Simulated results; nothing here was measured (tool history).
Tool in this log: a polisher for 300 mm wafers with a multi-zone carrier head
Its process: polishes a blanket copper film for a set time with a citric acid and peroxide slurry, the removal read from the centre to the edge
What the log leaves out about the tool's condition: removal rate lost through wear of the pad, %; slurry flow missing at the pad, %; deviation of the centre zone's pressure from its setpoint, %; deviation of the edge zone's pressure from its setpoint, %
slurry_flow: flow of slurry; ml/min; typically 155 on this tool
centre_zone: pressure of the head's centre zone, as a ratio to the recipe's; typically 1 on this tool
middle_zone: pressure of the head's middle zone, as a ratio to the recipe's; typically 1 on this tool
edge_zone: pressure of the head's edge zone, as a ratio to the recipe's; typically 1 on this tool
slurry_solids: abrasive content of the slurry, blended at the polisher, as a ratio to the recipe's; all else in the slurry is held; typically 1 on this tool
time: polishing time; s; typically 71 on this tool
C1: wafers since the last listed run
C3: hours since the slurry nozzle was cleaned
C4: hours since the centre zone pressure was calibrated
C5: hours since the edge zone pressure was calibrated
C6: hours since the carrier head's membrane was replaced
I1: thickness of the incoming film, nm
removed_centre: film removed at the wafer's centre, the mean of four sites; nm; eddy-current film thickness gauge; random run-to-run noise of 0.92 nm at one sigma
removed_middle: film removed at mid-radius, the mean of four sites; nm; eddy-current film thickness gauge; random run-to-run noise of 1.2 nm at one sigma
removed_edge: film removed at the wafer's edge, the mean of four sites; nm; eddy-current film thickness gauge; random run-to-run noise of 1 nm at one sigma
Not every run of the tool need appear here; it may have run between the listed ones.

{"run": 1, "hour": 0.0, "slurry_flow": 155, "centre_zone": 1, "middle_zone": 1, "edge_zone": 1, "slurry_solids": 1, "time": 60, "C1": 0, "wafers polished on this pad": 727, "C3": 625, "C4": 901.4, "C5": 578.7, "C6": 909.7, "I1": 563.7, "removed_centre": 93.7, "removed_middle": 99.7, "removed_edge": 100.8}
{"hour": 71.9, "done": "centre zone pressure recalibrated"}
{"run": 2, "hour": 95.9, "slurry_flow": 190, "centre_zone": 1, "middle_zone": 1, "edge_zone": 1.1, "slurry_solids": 0.75, "time": 71, "C1": 576, "wafers polished on this pad": 1304, "C3": 720.9, "C4": 24, "C5": 674.6, "C6": 1005.6, "I1": 565.9, "removed_centre": 117.1, "removed_middle": 117.7, "removed_edge": 121.2}
{"run": 3, "hour": 140.8, "slurry_flow": 155, "centre_zone": 1, "middle_zone": 1, "edge_zone": 1, "slurry_solids": 1, "time": 71, "C1": 275, "wafers polished on this pad": 1580, "C3": 765.8, "C4": 68.9, "C5": 719.5, "C6": 1050.5, "I1": 574.7, "removed_centre": 116.8, "removed_middle": 117.4, "removed_edge": 118.2}
{"run": 4, "hour": 206.7, "slurry_flow": 155, "centre_zone": 1, "middle_zone": 1, "edge_zone": 1, "slurry_solids": 1, "time": 71, "C1": 404, "wafers polished on this pad": 1985, "C3": 831.7, "C4": 134.8, "C5": 785.4, "C6": 1116.4, "I1": 565.4, "removed_centre": 114.8, "removed_middle": 118.4, "removed_edge": 119.7}
{"hour": 240.5, "done": "slurry nozzle cleaned"}
{"run": 5, "hour": 308.9, "slurry_flow": 205, "centre_zone": 1, "middle_zone": 1, "edge_zone": 0.89, "slurry_solids": 1.1, "time": 83, "C1": 621, "wafers polished on this pad": 2606, "C3": 68.4, "C4": 237, "C5": 887.6, "C6": 1218.6, "I1": 571.6, "removed_centre": 142.8, "removed_middle": 148.2, "removed_edge": 141.4}
{"run": 6, "hour": 365.0, "slurry_flow": 155, "centre_zone": 1, "middle_zone": 1, "edge_zone": 0.92, "slurry_solids": 1, "time": 71, "C1": 344, "wafers polished on this pad": 2951, "C3": 124.5, "C4": 293.1, "C5": 943.7, "C6": 1274.7, "I1": 568.7, "removed_centre": 114.5, "removed_middle": 119, "removed_edge": 114.3}
{"run": 7, "hour": 438.1, "slurry_flow": 155, "centre_zone": 1, "middle_zone": 1, "edge_zone": 1, "slurry_solids": 1, "time": 71, "C1": 448, "wafers polished on this pad": 3400, "C3": 197.6, "C4": 366.2, "C5": 1016.8, "C6": 1347.8, "I1": 567.1, "removed_centre": 114.3, "removed_middle": 118.7, "removed_edge": 116.8}
{"hour": 455.5, "done": "edge zone pressure recalibrated"}
{"hour": 461.1, "done": "carrier head's membrane replaced by a new one"}
{"run": 8, "hour": 474.7, "slurry_flow": 155, "centre_zone": 1, "middle_zone": 1, "edge_zone": 1, "slurry_solids": 1, "time": 71, "C1": 181, "wafers polished on this pad": 3582, "C3": 234.2, "C4": 402.8, "C5": 19.2, "C6": 13.6, "I1": 579, "removed_centre": 111.1, "removed_middle": 118, "removed_edge": 119.9}
{"hour": 532.3, "done": "worn pad replaced by a new one"}
{"run": 9, "hour": 538.8, "slurry_flow": 155, "centre_zone": 1, "middle_zone": 1, "edge_zone": 1, "slurry_solids": 1, "time": 71, "C1": 369, "wafers polished on this pad": 39, "C3": 298.3, "C4": 466.9, "C5": 83.3, "C6": 77.7, "I1": 571.1, "removed_centre": 113.1, "removed_middle": 115.5, "removed_edge": 118.4}
{"run": 10, "hour": 627.8, "slurry_flow": 155, "centre_zone": 0.91, "middle_zone": 0.92, "edge_zone": 1, "slurry_solids": 1, "time": 48, "C1": 546, "wafers polished on this pad": 586, "C3": 387.3, "C4": 555.9, "C5": 172.3, "C6": 166.7, "I1": 558.4, "removed_centre": 73.1, "removed_middle": 72.8, "removed_edge": 80}
{"run": 11, "hour": 721.2, "slurry_flow": 155, "centre_zone": 1.04, "middle_zone": 1, "edge_zone": 0.91, "slurry_solids": 1, "time": 96, "C1": 573, "wafers polished on this pad": 1160, "C3": 480.7, "C4": 649.3, "C5": 265.7, "C6": 260.1, "I1": 571, "removed_centre": 154.4, "removed_middle": 159.9, "removed_edge": 155}
{"run": 12, "hour": 788.0, "slurry_flow": 190, "centre_zone": 1.12, "middle_zone": 1, "edge_zone": 0.96, "slurry_solids": 1, "time": 64, "C1": 410, "wafers polished on this pad": 1570, "C3": 547.5, "C4": 716.1, "C5": 332.5, "C6": 326.9, "I1": 560.1, "removed_centre": 112.8, "removed_middle": 111.3, "removed_edge": 107.6}
{"run": 13, "hour": 831.1, "slurry_flow": 155, "centre_zone": 1.11, "middle_zone": 0.96, "edge_zone": 1, "slurry_solids": 0.85, "time": 71, "C1": 264, "wafers polished on this pad": 1835, "C3": 590.6, "C4": 759.2, "C5": 375.6, "C6": 370, "I1": 576.5, "removed_centre": 115.9, "removed_middle": 109.9, "removed_edge": 115.3}
{"run": 14, "hour": 867.8, "slurry_flow": 155, "centre_zone": 1.06, "middle_zone": 0.9, "edge_zone": 0.94, "slurry_solids": 1.3, "time": 71, "C1": 225, "wafers polished on this pad": 2060, "C3": 627.3, "C4": 795.9, "C5": 412.3, "C6": 406.7, "I1": 574.3, "removed_centre": 122.7, "removed_middle": 115, "removed_edge": 122.8}
{"hour": 894.0, "done": "centre zone pressure recalibrated"}
{"run": 15, "hour": 974.9, "slurry_flow": 155, "centre_zone": 1, "middle_zone": 1, "edge_zone": 1, "slurry_solids": 1, "time": 71, "C1": 645, "wafers polished on this pad": 2706, "C3": 734.4, "C4": 80.9, "C5": 519.4, "C6": 513.8, "I1": 574.2, "removed_centre": 114.4, "removed_middle": 117.6, "removed_edge": 119.7}
{"hour": 1096.7, "done": "slurry nozzle cleaned"}
{"run": 16, "hour": 1118.5, "slurry_flow": 155, "centre_zone": 1, "middle_zone": 1, "edge_zone": 1, "slurry_solids": 1, "time": 71, "C1": 875, "wafers polished on this pad": 3582, "C3": 21.8, "C4": 224.5, "C5": 663, "C6": 657.4, "I1": 576, "removed_centre": 113.7, "removed_middle": 119.2, "removed_edge": 121.2}
{"run": 17, "hour": 1208.3, "slurry_flow": 155, "centre_zone": 1.04, "middle_zone": 1, "edge_zone": 0.94, "slurry_solids": 1, "time": 71, "C1": 551, "wafers polished on this pad": 4133, "C3": 111.6, "C4": 314.3, "C5": 752.8, "C6": 747.2, "I1": 558.9, "removed_centre": 114, "removed_middle": 118.8, "removed_edge": 117.3}
{"hour": 1363.9, "done": "worn pad replaced by a new one"}
{"run": 18, "hour": 1493.2, "slurry_flow": 155, "centre_zone": 1, "middle_zone": 1, "edge_zone": 1, "slurry_solids": 1, "time": 71, "C1": 1725, "wafers polished on this pad": 794, "C3": 396.5, "C4": 599.2, "C5": 1037.7, "C6": 1032.1, "I1": 563.8, "removed_centre": 112.4, "removed_middle": 118.2, "removed_edge": 118.4}
{"hour": 1586.8, "done": "edge zone pressure recalibrated"}
{"hour": 1686.9, "done": "centre zone pressure recalibrated"}
{"hour": 1706.9, "done": "carrier head's membrane replaced by a new one"}
{"run": 19, "hour": 1780.1, "slurry_flow": 155, "centre_zone": 0.91, "middle_zone": 1, "edge_zone": 0.93, "slurry_solids": 1.25, "time": 71, "C1": 1706, "wafers polished on this pad": 2501, "C3": 683.4, "C4": 93.2, "C5": 193.3, "C6": 73.2, "I1": 559.9, "removed_centre": 114.6, "removed_middle": 123, "removed_edge": 121.4}
{"run": 20, "hour": 1846.4, "slurry_flow": 155, "centre_zone": 1, "middle_zone": 1, "edge_zone": 1.11, "slurry_solids": 1, "time": 71, "C1": 407, "wafers polished on this pad": 2908, "C3": 749.7, "C4": 159.5, "C5": 259.6, "C6": 139.5, "I1": 572.6, "removed_centre": 114.8, "removed_middle": 118.9, "removed_edge": 124.2}
{"run": 21, "hour": 1918.4, "slurry_flow": 155, "centre_zone": 1.03, "middle_zone": 1, "edge_zone": 1, "slurry_solids": 1.25, "time": 84, "C1": 442, "wafers polished on this pad": 3350, "C3": 821.7, "C4": 231.5, "C5": 331.6, "C6": 211.5, "I1": 570.1, "removed_centre": 144.7, "removed_middle": 144.8, "removed_edge": 148.7}

Forecast each of these 4 alternatives for the next run:
{"run": "A", "hour": 1918.9, "slurry_flow": 155, "centre_zone": 1, "middle_zone": 1, "edge_zone": 1, "slurry_solids": 1, "time": 71, "C1": 3, "wafers polished on this pad": 3353, "C3": 822.2, "C4": 232, "C5": 332.1, "C6": 212, "I1": 579.8, "removed_centre": "?", "removed_middle": "?", "removed_edge": "?"}
{"run": "B", "hour": 1918.9, "slurry_flow": 155, "centre_zone": 1, "middle_zone": 1, "edge_zone": 1, "slurry_solids": 0.8, "time": 71, "C1": 3, "wafers polished on this pad": 3353, "C3": 822.2, "C4": 232, "C5": 332.1, "C6": 212, "I1": 579.8, "removed_centre": "?", "removed_middle": "?", "removed_edge": "?"}
{"run": "C", "hour": 1918.9, "slurry_flow": 110, "centre_zone": 1, "middle_zone": 1, "edge_zone": 1, "slurry_solids": 1, "time": 80, "C1": 3, "wafers polished on this pad": 3353, "C3": 822.2, "C4": 232, "C5": 332.1, "C6": 212, "I1": 579.8, "removed_centre": "?", "removed_middle": "?", "removed_edge": "?"}
{"run": "D", "hour": 1918.9, "slurry_flow": 170, "centre_zone": 0.9, "middle_zone": 1, "edge_zone": 1, "slurry_solids": 1, "time": 71, "C1": 3, "wafers polished on this pad": 3353, "C3": 822.2, "C4": 232, "C5": 332.1, "C6": 212, "I1": 579.8, "removed_centre": "?", "removed_middle": "?", "removed_edge": "?"}

run=A removed_centre=114.9 removed_middle=117.9 removed_edge=119.6
run=B removed_centre=109.7 removed_middle=112.6 removed_edge=114.2
run=C removed_centre=117.3 removed_middle=121.8 removed_edge=126.8
run=D removed_centre=110.5 removed_middle=120.1 removed_edge=121.2
With the hidden condition removed and each run's random variation left untouched, the same runs would have given:
run=A removed_centre=117.3 removed_middle=117.9 removed_edge=119.6
run=B removed_centre=112.1 removed_middle=112.6 removed_edge=114.2
run=C removed_centre=119.9 removed_middle=121.8 removed_edge=126.8
run=D removed_centre=112.9 removed_middle=120.1 removed_edge=121.2
